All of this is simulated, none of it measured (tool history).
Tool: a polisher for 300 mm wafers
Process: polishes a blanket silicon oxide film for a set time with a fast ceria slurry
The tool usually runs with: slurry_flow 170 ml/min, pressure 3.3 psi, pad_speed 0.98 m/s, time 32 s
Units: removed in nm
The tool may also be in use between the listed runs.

run   hour  slurry_flow  pressure  pad_speed  time  incoming thickness of the incoming film, nm  removed
  1    0.0          170       3.3       0.98    32                                       2580.6    499.9
  2   16.1          170       3.3       0.98    32                                       2561.0    496.5
  3   47.0          170       3.3       0.98    32                                       2561.4    496.0
      90.8  -- worn pad replaced by a new one
     139.2  -- slurry nozzle cleaned
  4  139.7          170       3.3       0.86    32                                       2590.3    436.8
  5  156.4          170       3.3       0.86    32                                       2613.6    436.2
  6  178.0          170       3.3       0.98    32                                       2549.6    499.8
  7  192.3          170       3.3       0.98    32                                       2578.0    491.1
     216.2  -- head pressure recalibrated
  8  216.7          170       3.3       0.98    32                                       2591.2    498.4
  9  229.7          170       3.9       0.98    32                                       2584.3    553.2
     244.1  -- worn pad replaced by a new one, of another model than before
 10  262.2          170       3.8       0.98    32                                       2553.7    577.6
 11  295.6          170       3.8       0.98    32                                       2585.1    576.5
 12  324.6          170       3.8       0.98    32                                       2591.9    576.0
 13  355.8          205       3.3       0.98    32                                       2581.3    509.7
     368.7  -- worn pad replaced by a new one
 14  371.8          200       4.1       0.98    39                                       2606.7    797.2
 15  388.5          170       4.3       0.98    32                                       2619.0    647.8
 16  407.5          200       3.3       0.76    32                                       2546.0    434.2
 17  422.8          170       3.3       1.30    32                                       2580.2    606.9
     444.1  -- slurry nozzle cleaned
 18  449.2          170       3.3       0.98    32                                       2587.0    493.9
 19  482.9          230       4.2       0.80    32                                       2550.7    573.5
     496.0  -- worn pad replaced by a new one
 20  511.3          170       3.7       1.24    32                                       2571.8    683.6
 21  535.3          170       3.3       0.98    32                                       2622.9    502.1
 22  568.5          170       3.3       0.98    32                                       2626.7    498.7
 23  599.8          125       3.3       1.20    23                                       2567.7    399.4
 24  634.7          125       2.6       1.22    42                                       2597.9    574.5
     642.5  -- worn pad replaced by a new one
 25  657.9          225       3.3       0.88    43                                       2626.3    647.3
 26  681.4          170       3.3       0.98    37                                       2601.2    580.0

Alternative continuations, all from the tool just after run 26; predict every row:
  A  681.8          170       2.5       0.98    32                                       2550.1        ?
  B  681.8          170       3.3       1.10    32                                       2550.1        ?
  C  681.8          220       3.3       0.98    32                                       2550.1        ?
  D  681.8          210       2.5       0.98    32                                       2550.1        ?
  E  681.8          170       3.3       0.98    25                                       2550.1        ?

run  removed
  A    382.0
  B    547.7
  C    517.9
  D    390.6
  E    394.0
With the hidden condition removed and each run's random variation left untouched, the same runs would have given:
run  removed
  A    391.3
  B    560.9
  C    530.5
  D    400.0
  E    403.5
